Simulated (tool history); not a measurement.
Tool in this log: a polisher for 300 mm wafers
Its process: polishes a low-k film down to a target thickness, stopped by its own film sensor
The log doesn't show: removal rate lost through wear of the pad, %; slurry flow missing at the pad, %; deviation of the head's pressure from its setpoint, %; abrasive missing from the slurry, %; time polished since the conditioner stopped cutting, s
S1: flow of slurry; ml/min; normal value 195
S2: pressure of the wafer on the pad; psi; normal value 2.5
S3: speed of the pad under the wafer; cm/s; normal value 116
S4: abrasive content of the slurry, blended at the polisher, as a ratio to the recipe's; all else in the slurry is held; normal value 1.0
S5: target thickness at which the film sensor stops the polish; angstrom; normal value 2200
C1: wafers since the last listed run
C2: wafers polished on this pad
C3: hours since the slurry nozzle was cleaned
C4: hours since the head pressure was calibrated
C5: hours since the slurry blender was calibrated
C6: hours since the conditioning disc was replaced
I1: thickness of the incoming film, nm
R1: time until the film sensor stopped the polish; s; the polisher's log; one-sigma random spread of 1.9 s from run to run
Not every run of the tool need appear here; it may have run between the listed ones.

| run | hour | S1 | S2 | S3 | S4 | S5 | C1 | C2 | C3 | C4 | C5 | C6 | I1 | R1 |
|---|---|---|---|---|---|---|---|---|---|---|---|---|---|---|
| 1 | 0.0 | 195 | 2.5 | 116 | 1.0 | 2200 | 0 | 352 | 630.6 | 1022.7 | 101.1 | 112.6 | 316.4 | 184.0 |
|  | 7.2 | conditioning disc replaced and pad reconditioned |
| 2 | 14.4 | 195 | 2.5 | 116 | 1.0 | 2200 | 104 | 457 | 645.0 | 1037.1 | 115.5 | 7.2 | 306.8 | 165.3 |
| 3 | 21.8 | 195 | 2.5 | 116 | 1.0 | 2200 | 62 | 519 | 652.4 | 1044.5 | 122.9 | 14.6 | 308.7 | 168.9 |
| 4 | 30.0 | 195 | 2.5 | 116 | 1.0 | 2200 | 68 | 588 | 660.6 | 1052.7 | 131.1 | 22.8 | 311.5 | 175.8 |
| 5 | 38.0 | 195 | 2.5 | 116 | 1.0 | 2200 | 67 | 655 | 668.6 | 1060.7 | 139.1 | 30.8 | 307.6 | 162.9 |
|  | 45.1 | worn pad replaced by a new one |
| 6 | 78.9 | 195 | 2.5 | 116 | 1.1 | 2310 | 310 | 283 | 709.5 | 1101.6 | 180.0 | 71.7 | 312.5 | 146.7 |
| 7 | 85.1 | 195 | 2.5 | 116 | 1.1 | 2310 | 52 | 336 | 715.7 | 1107.8 | 186.2 | 77.9 | 309.4 | 144.7 |
| 8 | 94.1 | 195 | 2.5 | 116 | 1.1 | 2310 | 75 | 411 | 724.7 | 1116.8 | 195.2 | 86.9 | 308.8 | 143.1 |
| 9 | 106.9 | 195 | 2.5 | 116 | 1.0 | 2200 | 107 | 519 | 737.5 | 1129.6 | 208.0 | 99.7 | 305.8 | 164.8 |
|  | 112.8 | conditioning disc replaced and pad reconditioned |
|  | 116.7 | slurry blender recalibrated |
|  | 120.2 | worn pad replaced by a new one |
| 10 | 120.7 | 195 | 2.5 | 116 | 1.0 | 2200 | 52 | 4 | 751.3 | 1143.4 | 4.0 | 7.9 | 311.7 | 171.7 |
| 11 | 133.1 | 150 | 2.2 | 116 | 1.0 | 2200 | 104 | 108 | 763.7 | 1155.8 | 16.4 | 20.3 | 310.2 | 194.1 |
| 12 | 150.4 | 195 | 2.5 | 130 | 1.0 | 2200 | 145 | 253 | 781.0 | 1173.1 | 33.7 | 37.6 | 310.1 | 154.7 |
| 13 | 166.4 | 195 | 2.5 | 116 | 1.3 | 2110 | 134 | 388 | 797.0 | 1189.1 | 49.7 | 53.6 | 310.2 | 165.3 |
| 14 | 181.1 | 195 | 2.5 | 144 | 1.0 | 2200 | 123 | 512 | 811.7 | 1203.8 | 64.4 | 68.3 | 308.3 | 138.5 |

Run 15 has not been measured yet. What should we expect?
| 15 | 191.4 | 165 | 2.0 | 116 | 1.0 | 2510 | 86 | 598 | 822.0 | 1214.1 | 74.7 | 78.6 | 313.2 | ? |

R1: 143.9 s
Had the tool carried no hidden state, the very same run would have given R1 143.1 s.
